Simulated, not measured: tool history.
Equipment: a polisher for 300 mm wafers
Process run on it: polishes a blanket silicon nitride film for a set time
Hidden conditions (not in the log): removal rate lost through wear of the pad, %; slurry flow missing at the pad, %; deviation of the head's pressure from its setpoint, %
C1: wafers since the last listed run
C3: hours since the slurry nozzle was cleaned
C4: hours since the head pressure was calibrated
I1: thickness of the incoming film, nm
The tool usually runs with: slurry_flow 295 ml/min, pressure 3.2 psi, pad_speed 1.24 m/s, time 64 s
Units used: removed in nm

Run 1, day 0.000: usual settings but pressure 3.9 psi, pad_speed 1.58 m/s; C1 0; wafers polished on this pad 1184; C3 187.4; C4 541.5; I1 586.0. Result: removed 174.3 nm.
Run 2, day 1.238: usual settings; C1 355; wafers polished on this pad 1539; C3 217.1; C4 571.2; I1 592.9. Result: removed 126.0 nm.
Run 3, day 2.300: usual settings but pressure 2.6 psi; C1 304; wafers polished on this pad 1844; C3 242.6; C4 596.7; I1 593.6. Result: removed 104.1 nm.
Run 4, day 3.071: usual settings; C1 221; wafers polished on this pad 2065; C3 261.1; C4 615.2; I1 599.4. Result: removed 124.9 nm.
Run 5, day 4.562: usual settings but time 59 s; C1 428; wafers polished on this pad 2493; C3 296.9; C4 651.0; I1 596.8. Result: removed 115.7 nm.
At day 5.196: worn pad replaced by a new one.
Run 6, day 5.358: usual settings but time 59 s; C1 180; wafers polished on this pad 46; C3 316.0; C4 670.1; I1 592.0. Result: removed 120.9 nm.
Run 7, day 6.729: usual settings but time 59 s; C1 393; wafers polished on this pad 440; C3 348.9; C4 703.0; I1 603.2. Result: removed 117.9 nm.
Run 8, day 8.004: usual settings but pressure 3.5 psi, pad_speed 1.52 m/s; C1 365; wafers polished on this pad 806; C3 379.5; C4 733.6; I1 598.2. Result: removed 152.1 nm.
Run 9, day 9.238: usual settings but pressure 3.5 psi, pad_speed 1.52 m/s; C1 354; wafers polished on this pad 1160; C3 409.1; C4 763.2; I1 601.2. Result: removed 152.8 nm.
Run 10, day 9.875: usual settings but pressure 3.5 psi, pad_speed 1.52 m/s; C1 182; wafers polished on this pad 1343; C3 424.4; C4 778.5; I1 604.2. Result: removed 150.3 nm.
Run 11, day 11.271: usual settings; C1 400; wafers polished on this pad 1743; C3 457.9; C4 812.0; I1 600.0. Result: removed 123.3 nm.
Run 12, day 11.883: usual settings; C1 175; wafers polished on this pad 1919; C3 472.6; C4 826.7; I1 605.4. Result: removed 122.4 nm.
Run 13, day 12.950: usual settings; C1 306; wafers polished on this pad 2225; C3 498.2; C4 852.3; I1 605.7. Result: removed 121.7 nm.
Run 14, day 13.738: usual settings; C1 226; wafers polished on this pad 2451; C3 517.1; C4 871.2; I1 596.2. Result: removed 122.4 nm.
At day 14.379: worn pad replaced by a new one.
At day 14.479: slurry nozzle cleaned.
Run 15, day 14.888: usual settings; C1 270; wafers polished on this pad 133; C3 9.8; C4 898.8; I1 607.1. Result: removed 132.1 nm.
Run 16, day 15.833: usual settings; C1 271; wafers polished on this pad 405; C3 32.5; C4 921.5; I1 598.9. Result: removed 127.4 nm.
Run 17, day 16.462: usual settings; C1 180; wafers polished on this pad 585; C3 47.6; C4 936.6; I1 599.1. Result: removed 127.7 nm.
Run 18, day 17.271: usual settings but slurry_flow 215 ml/min, pressure 2.2 psi, time 43 s; C1 232; wafers polished on this pad 817; C3 67.0; C4 956.0; I1 605.4. Result: removed 59.4 nm.
Run 19, day 18.283: usual settings; C1 290; wafers polished on this pad 1108; C3 91.3; C4 980.3; I1 607.8. Result: removed 125.7 nm.
Run 20, day 19.121: usual settings but slurry_flow 340 ml/min, pressure 4.1 psi, pad_speed 1.38 m/s, time 43 s; C1 240; wafers polished on this pad 1348; C3 111.4; C4 1000.4; I1 598.8. Result: removed 115.1 nm.
Run 21, day 19.650: usual settings but pressure 4.1 psi, pad_speed 0.88 m/s; C1 151; wafers polished on this pad 1500; C3 124.1; C4 1013.1; I1 601.3. Result: removed 129.1 nm.
Run 22, day 20.483: usual settings but slurry_flow 205 ml/min, pressure 2.7 psi; C1 239; wafers polished on this pad 1739; C3 144.1; C4 1033.1; I1 601.6. Result: removed 104.6 nm.
Run 23, day 22.762: usual settings; C1 654; wafers polished on this pad 2394; C3 198.8; C4 1087.8; I1 597.7. Result: removed 122.8 nm.
At day 23.229: worn pad replaced by a new one.
Run 24, day 24.158: usual settings but time 53 s; C1 352; wafers polished on this pad 266; C3 232.3; C4 1121.3; I1 597.0. Result: removed 106.4 nm.
At day 26.321: head pressure recalibrated.
Run 25, day 27.383: usual settings but pressure 2.1 psi, pad_speed 0.88 m/s; C1 901; wafers polished on this pad 1168; C3 309.7; C4 25.5; I1 586.7. Result: removed 70.1 nm.
Run 26, day 28.158: usual settings but pad_speed 0.88 m/s, time 48 s; C1 222; wafers polished on this pad 1391; C3 328.3; C4 44.1; I1 607.5. Result: removed 77.3 nm.
Run 27, day 29.067: usual settings; C1 260; wafers polished on this pad 1651; C3 350.1; C4 65.9; I1 590.2. Result: removed 123.9 nm.
Run 28, day 30.417: usual settings but slurry_flow 360 ml/min, pressure 2.2 psi, time 51 s; C1 387; wafers polished on this pad 2039; C3 382.5; C4 98.3; I1 600.3. Result: removed 71.2 nm.
Run 29, day 31.054: usual settings but pad_speed 1.52 m/s, time 50 s; C1 182; wafers polished on this pad 2222; C3 397.8; C4 113.6; I1 605.2. Result: removed 108.8 nm.
At day 31.925: worn pad replaced by a new one.
Run 30, day 32.496: usual settings but slurry_flow 265 ml/min, pad_speed 1.60 m/s; C1 365; wafers polished on this pad 163; C3 432.4; C4 148.2; I1 595.1. Result: removed 152.7 nm.
Run 31, day 35.404: usual settings; C1 834; wafers polished on this pad 998; C3 502.2; C4 218.0; I1 594.1. Result: removed 128.2 nm.
Run 32, day 36.608: usual settings but pressure 2.3 psi; C1 345; wafers polished on this pad 1344; C3 531.1; C4 246.9; I1 598.5. Result: removed 93.4 nm.
Run 33, day 37.454: usual settings but slurry_flow 400 ml/min, pressure 3.6 psi, pad_speed 1.38 m/s; C1 242; wafers polished on this pad 1587; C3 551.4; C4 267.2; I1 607.3. Result: removed 151.8 nm.
Run 34, day 38.196: usual settings but pad_speed 0.88 m/s, time 83 s; C1 212; wafers polished on this pad 1800; C3 569.2; C4 285.0; I1 597.0. Result: removed 132.9 nm.
Run 35, day 39.325: usual settings but slurry_flow 380 ml/min, time 80 s; C1 324; wafers polished on this pad 2124; C3 596.3; C4 312.1; I1 592.6. Result: removed 156.4 nm.
Run 36, day 40.329: usual settings but slurry_flow 340 ml/min, pad_speed 1.36 m/s, time 53 s; C1 288; wafers polished on this pad 2412; C3 620.4; C4 336.2; I1 602.1. Result: removed 108.4 nm.
At day 41.092: slurry nozzle cleaned.
At day 41.750: worn pad replaced by a new one.
Run 37, day 41.771: usual settings but slurry_flow 400 ml/min, pressure 3.6 psi, pad_speed 1.38 m/s; C1 354; wafers polished on this pad 6; C3 16.3; C4 370.8; I1 593.0. Result: removed 163.7 nm.

What if the next run were any one of these 4? Each begins from the tool's condition after run 37:
Run A, day 41.788: usual settings; C1 4; wafers polished on this pad 10; C3 16.7; C4 371.2; I1 597.0. Result: removed ?.
Run B, day 41.788: usual settings but slurry_flow 210 ml/min, pressure 4.0 psi, pad_speed 1.00 m/s, time 81 s; C1 4; wafers polished on this pad 10; C3 16.7; C4 371.2; I1 597.0. Result: removed ?.
Run C, day 41.788: usual settings but slurry_flow 330 ml/min; C1 4; wafers polished on this pad 10; C3 16.7; C4 371.2; I1 597.0. Result: removed ?.
Run D, day 41.788: usual settings but slurry_flow 215 ml/min, pressure 2.7 psi, pad_speed 0.94 m/s, time 82 s; C1 4; wafers polished on this pad 10; C3 16.7; C4 371.2; I1 597.0. Result: removed ?.

run  removed
  A    133.4
  B    179.0
  C    134.5
  D    122.7
Without the tool's hidden state the same runs would have given:
run  removed
  A    133.8
  B    179.5
  C    134.9
  D    123.0

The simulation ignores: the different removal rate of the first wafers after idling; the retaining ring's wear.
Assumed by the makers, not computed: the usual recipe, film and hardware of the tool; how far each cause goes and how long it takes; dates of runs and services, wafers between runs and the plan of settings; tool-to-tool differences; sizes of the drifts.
